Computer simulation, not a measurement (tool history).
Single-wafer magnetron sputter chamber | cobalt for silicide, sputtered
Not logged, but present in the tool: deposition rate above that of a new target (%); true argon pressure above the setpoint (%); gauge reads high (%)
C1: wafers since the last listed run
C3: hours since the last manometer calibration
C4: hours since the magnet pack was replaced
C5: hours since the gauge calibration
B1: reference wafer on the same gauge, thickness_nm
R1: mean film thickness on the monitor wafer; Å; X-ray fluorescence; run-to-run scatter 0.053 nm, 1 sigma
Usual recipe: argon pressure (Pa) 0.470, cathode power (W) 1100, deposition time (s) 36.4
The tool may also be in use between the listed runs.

Run 1, hour 0.0: usual settings; C1 0; wafers on the sputter target 4504; C3 445.3; C4 4951.7; C5 0.1; B1 18.695. Result: R1 176.84 Å.
At hour 40.6: sputter target and shields replaced.
Run 2, hour 53.4: usual settings; C1 1064; wafers on the sputter target 300; C3 498.7; C4 5005.1; C5 53.5; B1 18.707. Result: R1 182.56 Å.
Run 3, hour 94.9: usual settings; C1 973; wafers on the sputter target 1273; C3 540.2; C4 5046.6; C5 95.0; B1 18.699. Result: R1 182.48 Å.
Run 4, hour 118.9: usual settings; C1 562; wafers on the sputter target 1836; C3 564.2; C4 5070.6; C5 119.0; B1 18.692. Result: R1 182.48 Å.
Run 5, hour 169.4: usual settings; C1 1184; wafers on the sputter target 3020; C3 614.7; C4 5121.1; C5 169.5; B1 18.688. Result: R1 180.41 Å.
Run 6, hour 197.0: usual settings; C1 647; wafers on the sputter target 3667; C3 642.3; C4 5148.7; C5 197.1; B1 18.711. Result: R1 179.48 Å.
Run 7, hour 223.6: usual settings; C1 623; wafers on the sputter target 4291; C3 668.9; C4 5175.3; C5 223.7; B1 18.728. Result: R1 179.14 Å.
At hour 236.4: sputter target and shields replaced.
Run 8, hour 279.2: usual settings but argon pressure (Pa) 0.542, cathode power (W) 1200; C1 1116; wafers on the sputter target 1003; C3 724.5; C4 5230.9; C5 279.3; B1 18.696. Result: R1 184.50 Å.
Run 9, hour 350.3: usual settings but argon pressure (Pa) 0.542, cathode power (W) 1200; C1 1667; wafers on the sputter target 2671; C3 795.6; C4 5302.0; C5 350.4; B1 18.692. Result: R1 183.07 Å.
Run 10, hour 413.5: usual settings but argon pressure (Pa) 0.542, cathode power (W) 1200; C1 1482; wafers on the sputter target 4153; C3 858.8; C4 5365.2; C5 413.6; B1 18.694. Result: R1 180.15 Å.
At hour 437.4: sputter target and shields replaced, repeated, since the last time left the tool worse.
Run 11, hour 579.4: usual settings; C1 3702; wafers on the sputter target 3330; C3 1024.7; C4 5531.1; C5 579.5; B1 18.699. Result: R1 179.97 Å.
Run 12, hour 631.1: usual settings but argon pressure (Pa) 0.334, cathode power (W) 850, deposition time (s) 43.3; C1 1212; wafers on the sputter target 4543; C3 1076.4; C4 5582.8; C5 631.2; B1 18.698. Result: R1 170.76 Å.
At hour 648.0: gauge calibrated.
At hour 666.8: capacitance manometer re-zeroed and calibrated.
At hour 672.7: sputter target and shields replaced.
Run 13, hour 685.9: usual settings but argon pressure (Pa) 0.407, cathode power (W) 1250; C1 959; wafers on the sputter target 309; C3 19.1; C4 5637.6; C5 37.9; B1 18.715. Result: R1 210.10 Å.
At hour 714.1: magnet pack replaced.
Run 14, hour 731.2: usual settings but cathode power (W) 1350, deposition time (s) 30.4; C1 874; wafers on the sputter target 1184; C3 64.4; C4 17.1; C5 83.2; B1 18.698. Result: R1 185.34 Å.
Run 15, hour 757.6: usual settings but argon pressure (Pa) 0.306, cathode power (W) 1300, deposition time (s) 41.2; C1 619; wafers on the sputter target 1803; C3 90.8; C4 43.5; C5 109.6; B1 18.690. Result: R1 254.53 Å.
Run 16, hour 814.1: usual settings but argon pressure (Pa) 0.633, deposition time (s) 41.8; C1 1324; wafers on the sputter target 3128; C3 147.3; C4 100.0; C5 166.1; B1 18.713. Result: R1 196.60 Å.
Run 17, hour 855.5: usual settings but argon pressure (Pa) 0.383, deposition time (s) 42.9; C1 970; wafers on the sputter target 4099; C3 188.7; C4 141.4; C5 207.5; B1 18.717. Result: R1 215.57 Å.
At hour 910.1: sputter target and shields replaced.
Run 18, hour 924.8: usual settings but argon pressure (Pa) 0.542, cathode power (W) 1200; C1 1437; wafers on the sputter target 345; C3 258.0; C4 210.7; C5 276.8; B1 18.695. Result: R1 194.35 Å.
Run 19, hour 970.4: usual settings but cathode power (W) 1300; C1 1069; wafers on the sputter target 1414; C3 303.6; C4 256.3; C5 322.4; B1 18.690. Result: R1 214.60 Å.
Run 20, hour 1000.2: usual settings but argon pressure (Pa) 0.605, deposition time (s) 30.4; C1 698; wafers on the sputter target 2113; C3 333.4; C4 286.1; C5 352.2; B1 18.706. Result: R1 144.94 Å.
Run 21, hour 1071.5: usual settings; C1 1671; wafers on the sputter target 3785; C3 404.7; C4 357.4; C5 423.5; B1 18.703. Result: R1 179.75 Å.
Run 22, hour 1104.8: usual settings; C1 780; wafers on the sputter target 4566; C3 438.0; C4 390.7; C5 456.8; B1 18.685. Result: R1 178.83 Å.
At hour 1127.1: sputter target and shields replaced.
Run 23, hour 1136.6: usual settings but argon pressure (Pa) 0.632, deposition time (s) 30.1; C1 558; wafers on the sputter target 223; C3 469.8; C4 422.5; C5 488.6; B1 18.716. Result: R1 143.21 Å.

Here are 3 independent what-if runs from the current tool condition. What would each one return?
Run A, hour 1137.0: usual settings but cathode power (W) 1050; C1 9; wafers on the sputter target 232; C3 470.2; C4 422.9; C5 489.0; B1 ?. Result: R1 ?.
Run B, hour 1137.0: usual settings but argon pressure (Pa) 0.619, deposition time (s) 32.7; C1 9; wafers on the sputter target 232; C3 470.2; C4 422.9; C5 489.0; B1 ?. Result: R1 ?.
Run C, hour 1137.0: usual settings but argon pressure (Pa) 0.406, cathode power (W) 900, deposition time (s) 39.2; C1 9; wafers on the sputter target 232; C3 470.2; C4 422.9; C5 489.0; B1 ?. Result: R1 ?.

run      B1      R1
  A  18.707  173.83
  B  18.707  156.44
  C  18.707  163.60
Had the tool no hidden state, the same runs would have come out as:
run      R1
  A  174.00
  B  156.59
  C  163.76

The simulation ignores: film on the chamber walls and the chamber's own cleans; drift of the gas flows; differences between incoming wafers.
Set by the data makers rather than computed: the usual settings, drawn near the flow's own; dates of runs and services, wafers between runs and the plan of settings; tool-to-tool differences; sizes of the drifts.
